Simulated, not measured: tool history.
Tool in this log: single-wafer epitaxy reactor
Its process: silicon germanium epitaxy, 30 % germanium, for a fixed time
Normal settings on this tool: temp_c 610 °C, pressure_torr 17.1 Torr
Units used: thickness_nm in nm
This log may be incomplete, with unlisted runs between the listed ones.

| run | hour | temp_c | pressure_torr | wafers since the last listed run | hours since the last pyrometer calibration | hours since the last manometer calibration | hours since the showerhead was replaced | hours since the gauge calibration | read-back reference wafer on the same gauge, thickness_nm | thickness_nm |
|---|---|---|---|---|---|---|---|---|---|---|
| 1 | 0 | 610 | 15.5 | 0 | 973.3 | 1653.5 | 2077.5 | 1063.4 | 53.311 | 59.571 |
|  | 31.5 | capacitance manometer re-zeroed and calibrated |
| 2 | 101.3 | 610 | 15.5 | 1842 | 1074.6 | 69.8 | 2178.8 | 1164.7 | 53.314 | 61.048 |
| 3 | 176.3 | 610 | 17.1 | 1481 | 1149.6 | 144.8 | 2253.8 | 1239.7 | 53.328 | 62.715 |
| 4 | 232.8 | 610 | 17.1 | 1115 | 1206.1 | 201.3 | 2310.3 | 1296.2 | 53.307 | 62.393 |
| 5 | 321.7 | 610 | 17.1 | 1755 | 1295 | 290.2 | 2399.2 | 1385.1 | 53.31 | 62.815 |
| 6 | 365 | 610 | 17.1 | 855 | 1338.3 | 333.5 | 2442.5 | 1428.4 | 53.324 | 62.897 |
| 7 | 440.6 | 610 | 17.1 | 1493 | 1413.9 | 409.1 | 2518.1 | 1504 | 53.263 | 62.245 |
| 8 | 492.7 | 610 | 17.1 | 1029 | 1466 | 461.2 | 2570.2 | 1556.1 | 53.301 | 62.254 |
| 9 | 591 | 610 | 17.1 | 1941 | 1564.3 | 559.5 | 2668.5 | 1654.4 | 53.312 | 61.77 |
| 10 | 659.2 | 610 | 17.1 | 1347 | 1632.5 | 627.7 | 2736.7 | 1722.6 | 53.295 | 62.288 |
| 11 | 749.1 | 610 | 17.1 | 1775 | 1722.4 | 717.6 | 2826.6 | 1812.5 | 53.289 | 61.71 |
|  | 971.8 | pyrometer calibrated |
| 12 | 1037.8 | 616 | 17.1 | 5544 | 66 | 1006.3 | 3115.3 | 2101.2 | 53.284 | 69.558 |
| 13 | 1083.5 | 616 | 17.1 | 902 | 111.7 | 1052 | 3161 | 2146.9 | 53.243 | 69.858 |
| 14 | 1180.7 | 616 | 17.1 | 1919 | 208.9 | 1149.2 | 3258.2 | 2244.1 | 53.336 | 69.695 |
| 15 | 1223.1 | 615 | 17.1 | 837 | 251.3 | 1191.6 | 3300.6 | 2286.5 | 53.296 | 68.331 |
| 16 | 1262.1 | 615 | 17.1 | 770 | 290.3 | 1230.6 | 3339.6 | 2325.5 | 53.27 | 68.263 |
|  | 1343.4 | gauge calibrated |
| 17 | 1355.8 | 615 | 17.1 | 1850 | 384 | 1324.3 | 3433.3 | 12.4 | 53.324 | 67.715 |
| 18 | 1393.7 | 621 | 17.1 | 748 | 421.9 | 1362.2 | 3471.2 | 50.3 | 53.277 | 76.924 |
|  | 1431.1 | capacitance manometer re-zeroed and calibrated |
| 19 | 1433 | 610 | 15.9 | 618 | 461.2 | 1.9 | 3510.5 | 89.6 | 53.321 | 61.738 |
| 20 | 1564.3 | 600 | 17.1 | 2593 | 592.5 | 133.2 | 3641.8 | 220.9 | 53.306 | 50.964 |
| 21 | 1653.4 | 610 | 17.1 | 1759 | 681.6 | 222.3 | 3730.9 | 310 | 53.329 | 62.657 |
| 22 | 1722.3 | 610 | 21.3 | 1360 | 750.5 | 291.2 | 3799.8 | 378.9 | 53.332 | 67.185 |
| 23 | 1799.9 | 610 | 17.1 | 1532 | 828.1 | 368.8 | 3877.4 | 456.5 | 53.316 | 62.276 |
| 24 | 1856.4 | 610 | 18.7 | 1115 | 884.6 | 425.3 | 3933.9 | 513 | 53.33 | 64.236 |
| 25 | 1951.9 | 610 | 17.1 | 1886 | 980.1 | 520.8 | 4029.4 | 608.5 | 53.332 | 62.467 |
| 26 | 2059 | 610 | 17.1 | 2115 | 1087.2 | 627.9 | 4136.5 | 715.6 | 53.306 | 62.425 |
|  | 2106.2 | showerhead replaced |
| 27 | 2321.1 | 610 | 17.1 | 5018 | 1349.3 | 890 | 214.9 | 977.7 | 53.34 | 61.095 |
| 28 | 2502.8 | 620 | 13.7 | 3588 | 1531 | 1071.7 | 396.6 | 1159.4 | 53.32 | 70.47 |
| 29 | 2540.2 | 614 | 19.9 | 738 | 1568.4 | 1109.1 | 434 | 1196.8 | 53.287 | 69.879 |
| 30 | 2606 | 601 | 15.7 | 1299 | 1634.2 | 1174.9 | 499.8 | 1262.6 | 53.29 | 49.996 |
| 31 | 2680 | 598 | 17.1 | 1461 | 1708.2 | 1248.9 | 573.8 | 1336.6 | 53.315 | 48.121 |
| 32 | 2720.1 | 610 | 17.1 | 792 | 1748.3 | 1289 | 613.9 | 1376.7 | 53.337 | 61.371 |
| 33 | 2776.6 | 597 | 17.1 | 1115 | 1804.8 | 1345.5 | 670.4 | 1433.2 | 53.289 | 47.179 |
|  | 2834.1 | capacitance manometer re-zeroed and calibrated |
| 34 | 2834.6 | 602 | 14.1 | 987 | 1862.8 | 0.5 | 728.4 | 1491.2 | 53.31 | 50.565 |

Each row is a separate what-if for the run after 34, all from the same tool condition, not one after another. Results?
| A | 2835 | 617 | 17.1 | 7 | 1863.2 | 0.9 | 728.8 | 1491.6 | ? | ? |
| B | 2835 | 599 | 21.3 | 7 | 1863.2 | 0.9 | 728.8 | 1491.6 | ? | ? |
| C | 2835 | 616 | 20.3 | 7 | 1863.2 | 0.9 | 728.8 | 1491.6 | ? | ? |

| run | read-back reference wafer on the same gauge, thickness_nm | thickness_nm |
|---|---|---|
| A | 53.358 | 73.29 |
| B | 53.358 | 54.508 |
| C | 53.358 | 75.99 |
With no hidden state in the tool, these same runs would have given:
| run | thickness_nm |
|---|---|
| A | 73.271 |
| B | 54.494 |
| C | 75.971 |
